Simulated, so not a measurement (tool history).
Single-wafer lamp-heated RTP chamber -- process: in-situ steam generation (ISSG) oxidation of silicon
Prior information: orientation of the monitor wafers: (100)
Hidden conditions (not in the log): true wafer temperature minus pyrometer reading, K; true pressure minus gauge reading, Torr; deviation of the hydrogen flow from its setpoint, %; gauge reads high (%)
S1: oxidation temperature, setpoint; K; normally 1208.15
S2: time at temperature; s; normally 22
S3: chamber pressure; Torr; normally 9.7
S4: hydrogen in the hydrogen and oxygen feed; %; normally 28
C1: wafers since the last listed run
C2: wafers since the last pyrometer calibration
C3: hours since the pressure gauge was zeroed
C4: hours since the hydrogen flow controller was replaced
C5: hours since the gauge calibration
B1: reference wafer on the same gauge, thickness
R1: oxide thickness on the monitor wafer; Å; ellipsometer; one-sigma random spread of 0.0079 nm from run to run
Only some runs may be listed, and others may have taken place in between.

run    hour       S1  S2    S3  S4   C1    C2      C3      C4      C5     B1     R1
  1     0.0  1208.15  22   9.7  28    0  5396  1300.5  1007.0   622.4  4.889  44.68
  2    35.0  1208.15  22   9.7  28  340  5736  1335.5  1042.0   657.4  4.888  44.79
  3    87.7  1208.15  22   9.7  28  512  6249  1388.2  1094.7   710.1  4.889  44.82
  4   157.2  1222.15  22   9.7  21  675  6924  1457.7  1164.2   779.6  4.891  44.11
      194.5  -- pyrometer window cleaned and pyrometer calibrated
  5   215.4  1208.15  22   9.7  28  487   203  1515.9  1222.4   837.8  4.888  44.19
  6   260.0  1208.15  22   9.7  24  433   636  1560.5  1267.0   882.4  4.891  42.76
  7   312.3  1208.15  22   9.7  24  508  1145  1612.8  1319.3   934.7  4.890  42.77
  8   351.2  1208.15  22   9.7  24  378  1523  1651.7  1358.2   973.6  4.891  42.90
      441.8  -- pressure gauge zeroed
  9   452.1  1208.15  22   9.7  28  902  2426    10.3  1459.1  1074.5  4.892  44.46
 10   507.6  1208.15  22   9.7  28  539  2965    65.8  1514.6  1130.0  4.887  44.60
 11   569.4  1208.15  22  10.0  28  600  3566   127.6  1576.4  1191.8  4.889  44.42
 12   610.7  1208.15  22  10.0  28  401  3967   168.9  1617.7  1233.1  4.888  44.47
 13   639.8  1208.15  22   9.7  28  282  4250   198.0  1646.8  1262.2  4.888  44.83
 14   692.4  1208.15  22   9.0  24  511  4761   250.6  1699.4  1314.8  4.891  43.81
 15   753.3  1208.15  29   9.7  28  591  5353   311.5  1760.3  1375.7  4.888  50.37
 16   778.1  1228.15  19   9.1  32  241  5594   336.3  1785.1  1400.5  4.889  47.15
      781.7  -- gauge calibrated
 17   827.6  1195.15  16   9.0  31  481  6075   385.8  1834.6    45.9  4.889  40.03
 18   870.8  1208.15  22   9.7  28  419  6495   429.0  1877.8    89.1  4.892  45.09
      933.0  -- pyrometer window cleaned and pyrometer calibrated
 19   936.1  1208.15  22   9.7  28  556    30   494.3  1943.1   154.4  4.887  44.34
 20   974.5  1208.15  22   9.7  28  373   403   532.7  1981.5   192.8  4.887  44.42
 21   999.3  1208.15  22  10.2  28  241   644   557.5  2006.3   217.6  4.888  43.92
     1014.6  -- hydrogen flow controller replaced
 22  1061.3  1223.15  22  10.2  20  524  1169   619.5    46.7   279.6  4.890  42.96
 23  1133.1  1189.15  22   9.7  28  697  1867   691.3   118.5   351.4  4.892  42.12
 24  1161.8  1191.15  22   9.7  28  278  2146   720.0   147.2   380.1  4.891  42.36
 25  1189.1  1192.15  30   9.7  24  265  2411   747.3   174.5   407.4  4.890  46.60
 26  1213.4  1208.15  22   9.7  28  236  2647   771.6   198.8   431.7  4.891  44.42
 27  1268.9  1208.15  16  10.2  32  539  3186   827.1   254.3   487.2  4.892  40.25
 28  1303.3  1213.15  22   9.7  28  334  3521   861.5   288.7   521.6  4.892  45.26
 29  1371.8  1208.15  22   9.7  28  665  4187   930.0   357.2   590.1  4.886  44.59
 30  1403.0  1188.15  15   9.7  28  303  4490   961.2   388.4   621.3  4.888  36.85
 31  1460.8  1208.15  22   9.7  28  561  5052  1019.0   446.2   679.1  4.889  44.69

For each entry between runs, how does the tool's hidden state at the last listed run before it compare with that at the first listed run after it?
From run 4 to run 5: pyrometer window cleaned and pyrometer calibrated (hour 194.5)
  true wafer temperature minus pyrometer reading, K: 6.01 -> 0.554; true pressure minus gauge reading, Torr: 0.326 -> 0.351
  measured minus no-state result, R1: +0.56 -> -0.27 Å
From run 8 to run 9: pressure gauge zeroed (hour 441.8)
  true wafer temperature minus pyrometer reading, K: 0.833 -> 1.32; true pressure minus gauge reading, Torr: 0.412 -> 0.0251
  measured minus no-state result, R1: -0.25 -> +0.15 Å
From run 16 to run 17: gauge calibrated (hour 781.7)
  true wafer temperature minus pyrometer reading, K: 4.49 -> 5.18; true pressure minus gauge reading, Torr: 0.0413 -> 0.0464
  measured minus no-state result, R1: +0.61 -> +0.46 Å
From run 18 to run 19: pyrometer window cleaned and pyrometer calibrated (hour 933.0)
  true wafer temperature minus pyrometer reading, K: 5.84 -> 0.0809; true pressure minus gauge reading, Torr: 0.0515 -> 0.0601
  measured minus no-state result, R1: +0.71 -> -0.04 Å
From run 21 to run 22: hydrogen flow controller replaced (hour 1014.6)
  true wafer temperature minus pyrometer reading, K: 0.132 -> 0.271; true pressure minus gauge reading, Torr: 0.0697 -> 0.0801
  measured minus no-state result, R1: -0.06 -> -0.04 Å
